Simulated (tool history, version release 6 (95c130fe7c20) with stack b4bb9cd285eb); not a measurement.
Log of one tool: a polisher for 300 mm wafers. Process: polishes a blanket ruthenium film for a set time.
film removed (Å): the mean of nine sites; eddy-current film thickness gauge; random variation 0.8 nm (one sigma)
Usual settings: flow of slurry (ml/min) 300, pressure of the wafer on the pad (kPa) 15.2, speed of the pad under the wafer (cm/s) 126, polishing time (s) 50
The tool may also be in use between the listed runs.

run	hour	flow of slurry (ml/min)	pressure of the wafer on the pad (kPa)	speed of the pad under the wafer (cm/s)	polishing time (s)	wafers since the last listed run	wafers polished on this pad	hours since the slurry nozzle was cleaned	hours since the head pressure was calibrated	incoming thickness of the incoming film, nm	film removed (Å)
1	0.0	300	15.2	126	50	0	2589	192.7	619.9	448.0	650
2	28.0	300	15.2	126	50	386	2975	220.7	647.9	448.8	639
3	53.9	300	15.2	126	50	357	3332	246.6	673.8	451.5	634
4	85.5	300	15.2	126	41	435	3768	278.2	705.4	446.4	527
# hour 95.7: worn pad replaced by a new one
5	119.7	300	15.2	126	41	416	330	312.4	739.6	456.6	521
6	144.6	300	15.2	126	50	343	674	337.3	764.5	456.5	647
7	161.9	300	15.2	126	50	238	912	354.6	781.8	449.5	634
8	188.6	300	15.2	126	50	368	1280	381.3	808.5	451.8	644
9	207.3	300	15.2	126	50	257	1538	400.0	827.2	445.0	630
10	223.2	300	15.2	126	50	219	1757	415.9	843.1	452.5	638
11	240.3	300	13.1	126	50	235	1993	433.0	860.2	451.8	573
12	262.3	300	15.2	98	50	303	2297	455.0	882.2	446.7	527
13	282.5	300	15.2	98	50	278	2575	475.2	902.4	455.0	528
14	301.7	360	15.2	98	50	264	2840	494.4	921.6	447.3	543
# hour 306.5: head pressure recalibrated
15	322.9	300	13.1	126	50	264	3105	515.6	16.4	447.8	544
# hour 376.8: worn pad replaced by a new one
16	415.6	230	18.6	86	50	1223	535	608.3	109.1	445.5	510
17	450.2	345	15.2	126	34	477	1012	642.9	143.7	450.0	409
18	464.6	300	15.2	164	50	198	1210	657.3	158.1	448.9	729
19	488.1	300	15.2	166	50	324	1535	680.8	181.6	448.5	746
20	522.6	300	17.2	164	50	475	2010	715.3	216.1	451.2	806
21	543.2	300	15.2	126	50	284	2294	735.9	236.7	451.2	597
# hour 558.3: head pressure recalibrated, repeated, since the last time left the tool worse
# hour 574.1: slurry nozzle cleaned
22	574.6	300	13.1	126	50	391	2686	0.5	16.3	447.9	609
23	619.7	300	15.2	126	50	621	3308	45.6	61.4	457.1	684
24	637.7	210	18.6	126	58	248	3556	63.6	79.4	445.5	865
# hour 659.3: worn pad replaced by a new one
25	667.7	210	15.2	126	50	358	116	93.6	109.4	454.5	651
26	697.1	270	17.2	126	34	405	521	123.0	138.8	452.2	495
27	714.9	300	15.2	126	50	245	766	140.8	156.6	443.3	659
28	732.9	250	13.8	126	58	248	1015	158.8	174.6	454.4	695
29	763.6	340	10.3	126	50	423	1438	189.5	205.3	457.8	520
30	787.7	300	15.2	126	35	332	1770	213.6	229.4	451.3	460
31	810.5	380	15.2	110	50	314	2085	236.4	252.2	444.5	612
32	827.9	380	12.4	126	42	239	2324	253.8	269.6	449.5	490
33	861.3	355	15.2	126	38	460	2785	287.2	303.0	454.7	515
34	876.3	300	15.2	164	50	206	2992	302.2	318.0	453.1	801
35	901.8	215	11.7	98	57	351	3343	327.7	343.5	448.9	508
# hour 906.9: worn pad replaced by a new one
36	963.6	300	15.2	94	67	796	782	389.5	405.3	447.7	695
37	994.5	355	18.6	142	38	426	1208	420.4	436.2	440.2	649

Forecast each of these 4 alternatives for the next run:
A	994.9	300	16.5	126	50	5	1214	420.8	436.6	444.6	?
B	994.9	245	15.2	166	63	5	1214	420.8	436.6	444.6	?
C	994.9	200	15.2	126	62	5	1214	420.8	436.6	444.6	?
D	994.9	300	9.7	126	50	5	1214	420.8	436.6	444.6	?

run	film removed (Å)
A	699
B	1010
C	778
D	485
Without the tool's hidden state the same runs would have given:
run	film removed (Å)
A	717
B	1037
C	799
D	498

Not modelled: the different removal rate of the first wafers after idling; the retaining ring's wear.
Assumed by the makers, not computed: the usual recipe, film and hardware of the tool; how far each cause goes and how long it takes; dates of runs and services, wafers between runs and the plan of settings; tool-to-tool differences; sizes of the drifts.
